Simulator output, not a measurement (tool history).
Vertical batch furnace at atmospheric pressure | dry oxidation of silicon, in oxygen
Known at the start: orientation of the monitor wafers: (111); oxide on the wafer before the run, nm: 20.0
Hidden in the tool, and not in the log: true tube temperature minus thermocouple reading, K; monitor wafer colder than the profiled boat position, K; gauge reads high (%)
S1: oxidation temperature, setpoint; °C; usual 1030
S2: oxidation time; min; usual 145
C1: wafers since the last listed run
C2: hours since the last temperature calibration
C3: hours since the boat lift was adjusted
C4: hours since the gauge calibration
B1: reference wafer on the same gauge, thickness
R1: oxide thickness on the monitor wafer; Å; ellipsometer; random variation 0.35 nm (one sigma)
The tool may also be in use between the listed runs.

Run 1, hour 0: usual settings but S1 1046 °C, S2 103.5 min; C1 0; C2 1671.3; C3 4248.4; C4 700.9; B1 110.9. Result: R1 1224.8 Å.
Run 2, hour 54.6: usual settings but S1 1046 °C, S2 103.5 min; C1 581; C2 1725.9; C3 4303; C4 755.5; B1 110.94. Result: R1 1222.6 Å.
Run 3, hour 87.3: usual settings but S1 1042 °C, S2 180 min; C1 348; C2 1758.6; C3 4335.7; C4 788.2; B1 110.84. Result: R1 1654.6 Å.
Run 4, hour 151.2: usual settings but S1 1042 °C, S2 180 min; C1 680; C2 1822.5; C3 4399.6; C4 852.1; B1 111.11. Result: R1 1648 Å.
Run 5, hour 186.4: usual settings but S1 1042 °C, S2 180 min; C1 374; C2 1857.7; C3 4434.8; C4 887.3; B1 111.02. Result: R1 1659.8 Å.
At hour 333.9: gauge calibrated.
At hour 378.1: boat lift adjusted.
Run 6, hour 396.4: usual settings; C1 1980; C2 2067.7; C3 18.3; C4 62.5; B1 110.93. Result: R1 1377.4 Å.
Run 7, hour 428.7: usual settings; C1 343; C2 2100; C3 50.6; C4 94.8; B1 111.1. Result: R1 1373.5 Å.
Run 8, hour 478.3: usual settings; C1 528; C2 2149.6; C3 100.2; C4 144.4; B1 110.91. Result: R1 1383.3 Å.
At hour 550.1: thermocouples replaced and temperature profile calibrated.
Run 9, hour 550.6: usual settings; C1 514; C2 0.5; C3 172.5; C4 216.7; B1 111.03. Result: R1 1351.1 Å.
Run 10, hour 587.6: usual settings; C1 393; C2 37.5; C3 209.5; C4 253.7; B1 111.14. Result: R1 1342.6 Å.
Run 11, hour 654.2: usual settings; C1 709; C2 104.1; C3 276.1; C4 320.3; B1 110.86. Result: R1 1349 Å.
Run 12, hour 679.5: usual settings but S1 1024 °C, S2 172.5 min; C1 269; C2 129.4; C3 301.4; C4 345.6; B1 111.01. Result: R1 1443.9 Å.
Run 13, hour 706.6: usual settings but S1 1022 °C; C1 288; C2 156.5; C3 328.5; C4 372.7; B1 111.09. Result: R1 1284 Å.
Run 14, hour 751.9: usual settings but S1 1015 °C, S2 178 min; C1 482; C2 201.8; C3 373.8; C4 418; B1 111.12. Result: R1 1388.6 Å.
Run 15, hour 781.4: usual settings but S1 1041 °C, S2 114.5 min; C1 314; C2 231.3; C3 403.3; C4 447.5; B1 110.88. Result: R1 1251 Å.
Run 16, hour 843.7: usual settings; C1 663; C2 293.6; C3 465.6; C4 509.8; B1 110.96. Result: R1 1346.4 Å.
Run 17, hour 900.6: usual settings but S1 1022 °C; C1 605; C2 350.5; C3 522.5; C4 566.7; B1 111.18. Result: R1 1285.6 Å.
Run 18, hour 961.5: usual settings but S2 104 min; C1 648; C2 411.4; C3 583.4; C4 627.6; B1 110.91. Result: R1 1112.9 Å.
Run 19, hour 1017.8: usual settings but S1 1023 °C, S2 85 min; C1 599; C2 467.7; C3 639.7; C4 683.9; B1 110.98. Result: R1 950.6 Å.

Run 20 comes next. What will it give?
Run 20, hour 1075.3: usual settings but S1 1017 °C, S2 118 min; C1 612; C2 525.2; C3 697.2; C4 741.4; B1 ?. Result: R1 ?.

B1: 110.88
R1: 1108.7 Å
Without the tool's hidden state the same run would have given R1 1098.7 Å.
